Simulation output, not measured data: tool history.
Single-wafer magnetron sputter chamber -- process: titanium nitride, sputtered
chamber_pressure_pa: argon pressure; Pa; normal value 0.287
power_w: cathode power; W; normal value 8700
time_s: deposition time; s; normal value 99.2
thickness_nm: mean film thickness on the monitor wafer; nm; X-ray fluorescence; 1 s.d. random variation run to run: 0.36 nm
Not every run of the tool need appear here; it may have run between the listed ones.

run	hour	chamber_pressure_pa	power_w	time_s	read-back reference wafer on the same gauge, thickness_nm	thickness_nm
1	0	0.287	8700	99.2	169.091	176.243
# hour 18.1: sputter target and shields replaced
2	57.6	0.287	8700	99.2	169.012	177.14
3	104.9	0.287	8700	99.2	168.991	177.314
4	162.9	0.287	8700	99.2	169.003	177.461
5	190.5	0.287	8700	99.2	168.983	177.317
6	228.5	0.287	9400	99.2	168.991	185.292
# hour 242.8: sputter target and shields replaced
7	254.6	0.287	9850	99.2	168.964	192.263
8	302.5	0.287	9850	99.2	168.977	192.144
9	345.5	0.287	9850	99.2	168.96	191.997
10	383.9	0.287	8700	99.2	168.947	177.182
11	417.5	0.287	8700	99.2	168.958	176.722
# hour 450.2: capacitance manometer re-zeroed and calibrated
12	467.4	0.356	8700	99.2	168.942	170.494
# hour 477.9: sputter target and shields replaced
13	529.1	0.356	8700	99.2	169.027	171.978
14	573.7	0.356	8700	99.2	169.025	172.436
15	603.5	0.224	10750	116	168.967	239.915
16	650.2	0.316	6800	112.7	169.01	171.201
# hour 662.3: magnet pack replaced
# hour 690.9: gauge calibrated
17	695.3	0.287	10800	81.8	169.053	166.074
# hour 721.1: sputter target and shields replaced
18	728	0.356	10350	106.2	169.07	207.238
19	784.8	0.287	8700	84.3	169.029	150.45
20	845.8	0.174	6800	116.7	169.004	185.854
21	902.5	0.287	8700	99.2	168.923	175.769
22	932.8	0.287	8700	99.2	169.052	176.294
23	974.2	0.327	10650	114.1	169.023	226.089
# hour 1003.1: sputter target and shields replaced
24	1030.1	0.248	8700	99.2	168.956	179.438
25	1084.3	0.214	8700	99.2	168.986	181.344
26	1118.2	0.287	8700	118.4	168.943	210.91
27	1171.8	0.287	8700	99.2	168.974	177.371

What does the tool deliver on the next run?
# hour 1241.2: sputter target and shields replaced
28	1241.7	0.287	6700	99.2	?	?

{"run 28": {"read-back reference wafer on the same gauge, thickness_nm": 169.136, "thickness_nm": 152.957}}
Take away the tool's hidden state, keep the run-to-run variation as it was, and the same run would have given thickness_nm 151.014 nm.
